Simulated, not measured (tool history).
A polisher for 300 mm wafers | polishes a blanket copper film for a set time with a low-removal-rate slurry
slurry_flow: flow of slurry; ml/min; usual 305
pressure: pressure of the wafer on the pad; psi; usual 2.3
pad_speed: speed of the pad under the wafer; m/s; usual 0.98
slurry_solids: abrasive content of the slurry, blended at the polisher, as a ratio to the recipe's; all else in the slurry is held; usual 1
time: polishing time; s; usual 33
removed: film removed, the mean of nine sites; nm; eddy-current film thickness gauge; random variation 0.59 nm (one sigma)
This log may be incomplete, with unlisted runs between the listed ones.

run,hour,slurry_flow,pressure,pad_speed,slurry_solids,time,"incoming thickness of the incoming film, nm",removed
1,0,305,2.3,0.98,1,33,1411.6,78.1
2,54.7,305,2.3,0.98,1,33,1428.1,78.1
3,160.4,305,2.3,0.98,1,33,1405.6,78.4
# hour 167.9: worn pad replaced by a new one
4,261.3,370,2.3,0.98,1,33,1407.8,77.7
# hour 291.9: head pressure recalibrated
5,310.2,370,2.3,0.98,1,33,1403.7,78.5
6,347.9,305,2.3,0.98,1,33,1387.8,77
7,406,305,2.3,0.98,1,33,1400.4,77.1
# hour 432.2: slurry blender recalibrated
8,675,305,2.3,0.98,1,33,1431.6,74.9
# hour 701.7: slurry nozzle cleaned
# hour 765: worn pad replaced by a new one
9,885.1,305,2.8,0.98,1,33,1396.8,90.6
10,992.6,305,2.8,0.98,1,33,1414.1,90
# hour 1010.6: slurry blender recalibrated
11,1051.7,240,2.3,1.2,1,29,1403.6,74.8
12,1142.9,305,1.9,0.66,1,33,1388.7,52.6
# hour 1189.7: head pressure recalibrated
13,1190.2,305,1.7,0.98,1,33,1430.3,60.5
# hour 1360.3: slurry nozzle cleaned
14,1370.6,305,2.3,0.98,1,33,1395.6,76.7
15,1453.8,345,2.3,0.84,0.8,33,1408.7,65.8
# hour 1477.5: worn pad replaced by a new one
16,1536.7,305,2.3,0.98,1,38,1413.3,90.1
# hour 1597.5: slurry blender recalibrated
17,1628.3,305,2.6,0.7,0.8,33,1406.5,64.9
18,1667.2,305,2.9,1.22,1,24,1393.3,76.6
19,1770.5,375,2.3,0.98,1.1,33,1368.7,81
20,1811.4,305,2.3,0.98,1,33,1386.9,76.5
21,1909.8,230,2.3,0.98,1,33,1421.2,73.7
22,1967.8,305,2.1,0.98,1,33,1394.8,70.8

What does the tool deliver on the next run?
23,2070,245,2.3,0.98,1,37,1391.4,?

Run 23 yielded removed 83 nm.
Had the tool carried no hidden state, the very same run would have given removed 87.2 nm.

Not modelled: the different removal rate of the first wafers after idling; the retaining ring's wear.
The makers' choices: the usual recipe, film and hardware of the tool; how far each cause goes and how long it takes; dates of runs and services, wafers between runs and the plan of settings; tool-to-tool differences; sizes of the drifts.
